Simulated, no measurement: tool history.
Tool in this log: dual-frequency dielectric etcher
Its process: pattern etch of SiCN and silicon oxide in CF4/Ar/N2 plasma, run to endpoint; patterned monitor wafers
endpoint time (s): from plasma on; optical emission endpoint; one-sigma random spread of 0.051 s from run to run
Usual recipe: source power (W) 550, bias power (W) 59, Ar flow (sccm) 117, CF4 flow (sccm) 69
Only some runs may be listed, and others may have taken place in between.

run,hour,source power (W),bias power (W),Ar flow (sccm),CF4 flow (sccm),"incoming incoming film thickness, nm",endpoint time (s)
1,0.0,550,59,117,69,14.56,15.7
2,84.4,550,59,117,69,14.56,15.7
3,189.0,550,59,117,69,14.63,15.5
4,277.5,550,59,130,69,14.61,16.0
5,325.3,550,59,103,69,14.51,14.9
6,376.4,550,49,117,69,14.38,16.5
7,572.6,550,49,117,69,14.54,16.5
# hour 659.6: wet clean of the chamber
8,664.2,640,59,108,69,14.52,13.8
9,717.6,640,59,108,69,14.48,13.9
10,781.2,550,59,117,69,14.59,15.9
11,868.7,550,59,117,69,14.52,15.8
12,947.6,550,54,139,75,14.49,17.0
# hour 1008.4: upper electrode replaced
13,1019.7,550,59,117,69,14.49,15.7
14,1098.8,610,48,117,81,14.58,15.3
# hour 1112.1: Ar flow controller replaced
15,1179.1,510,54,117,69,14.50,17.2
# hour 1235.3: CF4 flow controller replaced
# hour 1242.6: source power generator calibrated
16,1243.1,550,59,130,69,14.29,15.2
# hour 1293.8: bias power generator calibrated
# hour 1320.3: wet clean of the chamber
17,1348.6,550,59,117,69,14.52,15.4
18,1418.9,550,59,117,69,14.57,15.5
19,1506.0,680,59,134,63,14.60,13.6
20,1569.5,550,50,117,75,14.47,16.0
21,1630.7,550,53,117,58,14.43,16.3
22,1699.8,630,59,130,69,14.61,14.0
23,1799.5,550,54,95,63,14.49,14.9
24,1903.2,550,59,117,78,14.54,14.7

What the log doesn't show, run by run:
bias power that arrives over what is set, %: 0 across all the runs
Ar flow that arrives over what is set, %: 0 across all the runs
CF4 flow that arrives over what is set, %: 0 across all the runs
H1: etch rate over this chamber's usual, %
H2: source power that arrives over what is set, %
run,H1,H2
1,1.01,-3.22
2,1.54,-3.31
3,2.21,-3.42
4,2.77,-3.51
5,3.08,-3.56
6,3.4,-3.61
7,4.65,-3.82
8,-0.978,-3.91
9,-0.638,-3.97
10,-0.234,-4.04
11,0.322,-4.13
12,0.823,-4.21
13,1.28,-4.28
14,1.78,-4.37
15,2.29,-4.45
16,2.7,-0.186
17,0.0529,-0.295
18,0.5,-0.368
19,1.05,-0.459
20,1.46,-0.525
21,1.85,-0.588
22,2.29,-0.66
23,2.92,-0.764
24,3.58,-0.871
